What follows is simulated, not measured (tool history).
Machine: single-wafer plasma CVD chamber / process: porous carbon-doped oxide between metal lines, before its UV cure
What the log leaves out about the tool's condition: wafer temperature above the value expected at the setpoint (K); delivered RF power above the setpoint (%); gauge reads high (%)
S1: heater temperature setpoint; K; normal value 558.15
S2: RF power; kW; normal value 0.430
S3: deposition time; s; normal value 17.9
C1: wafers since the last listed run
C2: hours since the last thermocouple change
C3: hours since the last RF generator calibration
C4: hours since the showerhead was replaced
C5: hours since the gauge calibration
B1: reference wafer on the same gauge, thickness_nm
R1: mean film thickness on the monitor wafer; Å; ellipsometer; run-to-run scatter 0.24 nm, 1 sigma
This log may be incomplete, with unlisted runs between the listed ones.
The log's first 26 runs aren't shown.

Run 27, hour 414.3: usual settings but S1 564.15 K, S2 0.510 kW, S3 15.3 s; C1 376; C2 81.1; C3 53.7; C4 56.8; C5 254.7; B1 105.416. Result: R1 878.59 Å.
Run 28, hour 429.7: usual settings; C1 449; C2 96.5; C3 69.1; C4 72.2; C5 270.1; B1 105.516. Result: R1 936.85 Å.
Run 29, hour 442.0: usual settings; C1 359; C2 108.8; C3 81.4; C4 84.5; C5 282.4; B1 105.566. Result: R1 940.68 Å.
At hour 450.5: gauge calibrated.
Run 30, hour 454.9: usual settings; C1 376; C2 121.7; C3 94.3; C4 97.4; C5 4.4; B1 105.582. Result: R1 943.39 Å.
Run 31, hour 469.9: usual settings but S1 572.15 K, S3 19.3 s; C1 437; C2 136.7; C3 109.3; C4 112.4; C5 19.4; B1 105.544. Result: R1 938.34 Å.
Run 32, hour 478.4: usual settings; C1 248; C2 145.2; C3 117.8; C4 120.9; C5 27.9; B1 105.491. Result: R1 944.28 Å.
Run 33, hour 487.9: usual settings but S3 16.4 s; C1 277; C2 154.7; C3 127.3; C4 130.4; C5 37.4; B1 105.472. Result: R1 866.14 Å.
Run 34, hour 500.7: usual settings but S1 550.15 K, S3 19.2 s; C1 373; C2 167.5; C3 140.1; C4 143.2; C5 50.2; B1 105.534. Result: R1 1057.80 Å.

Each row is a separate what-if for the run after 34, all from the same tool condition, not one after another. Results?
Run A, hour 501.1: usual settings but S2 0.470 kW; C1 11; C2 167.9; C3 140.5; C4 143.6; C5 50.6; B1 ?. Result: R1 ?.
Run B, hour 501.1: usual settings but S1 572.15 K, S2 0.495 kW, S3 14.7 s; C1 11; C2 167.9; C3 140.5; C4 143.6; C5 50.6; B1 ?. Result: R1 ?.
Run C, hour 501.1: usual settings but S1 543.15 K, S2 0.505 kW, S3 16.2 s; C1 11; C2 167.9; C3 140.5; C4 143.6; C5 50.6; B1 ?. Result: R1 ?.
Run D, hour 501.1: usual settings but S1 569.15 K, S2 0.465 kW, S3 21.1 s; C1 11; C2 167.9; C3 140.5; C4 143.6; C5 50.6; B1 ?. Result: R1 ?.

run       B1       R1
  A  105.605  1007.27
  B  105.605   799.75
  C  105.605  1043.08
  D  105.605  1105.43
With the hidden condition removed and each run's random variation left untouched, the same runs would have given:
run       R1
  A  1000.91
  B   795.02
  C  1036.13
  D  1098.84

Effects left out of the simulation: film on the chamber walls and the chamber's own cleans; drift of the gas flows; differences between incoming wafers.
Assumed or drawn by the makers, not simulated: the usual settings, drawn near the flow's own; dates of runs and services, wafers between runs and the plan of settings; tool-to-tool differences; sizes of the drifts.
